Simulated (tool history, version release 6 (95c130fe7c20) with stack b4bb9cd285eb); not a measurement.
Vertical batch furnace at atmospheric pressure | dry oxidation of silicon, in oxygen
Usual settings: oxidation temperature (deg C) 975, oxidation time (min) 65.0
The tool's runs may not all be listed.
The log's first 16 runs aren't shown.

| run | hour | oxidation temperature (deg C) | oxidation time (min) | wafers since the last listed run | hours since the last temperature calibration | hours since the boat lift was adjusted | hours since the gauge calibration | read-back reference wafer on the same gauge, thickness | oxide thickness on the monitor wafer (angstrom) |
|---|---|---|---|---|---|---|---|---|---|
| 17 | 1360.2 | 991 | 37.5 | 608 | 245.6 | 3288.1 | 817.3 | 36.35 | 327.0 |
| 18 | 1413.0 | 967 | 33.5 | 465 | 298.4 | 3340.9 | 870.1 | 36.39 | 246.8 |
| 19 | 1594.7 | 975 | 65.0 | 1601 | 480.1 | 3522.6 | 1051.8 | 36.36 | 400.3 |
| 20 | 1665.6 | 965 | 76.5 | 624 | 551.0 | 3593.5 | 1122.7 | 36.36 | 416.4 |
| 21 | 1770.7 | 997 | 49.0 | 926 | 656.1 | 3698.6 | 1227.8 | 36.37 | 414.3 |
|  | 1870.5 | boat lift adjusted |
| 22 | 1871.0 | 988 | 84.0 | 672 | 756.4 | 0.5 | 1328.1 | 36.45 | 543.9 |
| 23 | 1925.8 | 975 | 65.0 | 483 | 811.2 | 55.3 | 1382.9 | 36.37 | 407.2 |
| 24 | 2021.4 | 975 | 65.0 | 842 | 906.8 | 150.9 | 1478.5 | 36.48 | 403.1 |
| 25 | 2084.0 | 993 | 88.5 | 551 | 969.4 | 213.5 | 1541.1 | 36.39 | 585.1 |
| 26 | 2123.7 | 952 | 65.0 | 349 | 1009.1 | 253.2 | 1580.8 | 36.42 | 335.3 |
| 27 | 2187.7 | 951 | 94.0 | 564 | 1073.1 | 317.2 | 1644.8 | 36.45 | 430.9 |
| 28 | 2495.8 | 995 | 83.0 | 2715 | 1381.2 | 625.3 | 1952.9 | 36.35 | 573.7 |
| 29 | 2560.6 | 959 | 51.5 | 571 | 1446.0 | 690.1 | 2017.7 | 36.37 | 310.7 |
| 30 | 2601.4 | 975 | 65.0 | 359 | 1486.8 | 730.9 | 2058.5 | 36.39 | 403.9 |
| 31 | 2667.0 | 988 | 76.0 | 578 | 1552.4 | 796.5 | 2124.1 | 36.39 | 508.4 |
| 32 | 2732.1 | 997 | 43.0 | 573 | 1617.5 | 861.6 | 2189.2 | 36.36 | 387.5 |
| 33 | 2787.7 | 997 | 41.0 | 490 | 1673.1 | 917.2 | 2244.8 | 36.39 | 375.4 |

Run 34 comes next. What will it give?
| 34 | 2866.7 | 975 | 65.0 | 696 | 1752.1 | 996.2 | 2323.8 | ? | ? |

{"run 34": {"read-back reference wafer on the same gauge, thickness": 36.4, "oxide thickness on the monitor wafer (angstrom)": 407.8}}
Without the tool's hidden state the same run would have given oxide thickness on the monitor wafer (angstrom) 394.2.

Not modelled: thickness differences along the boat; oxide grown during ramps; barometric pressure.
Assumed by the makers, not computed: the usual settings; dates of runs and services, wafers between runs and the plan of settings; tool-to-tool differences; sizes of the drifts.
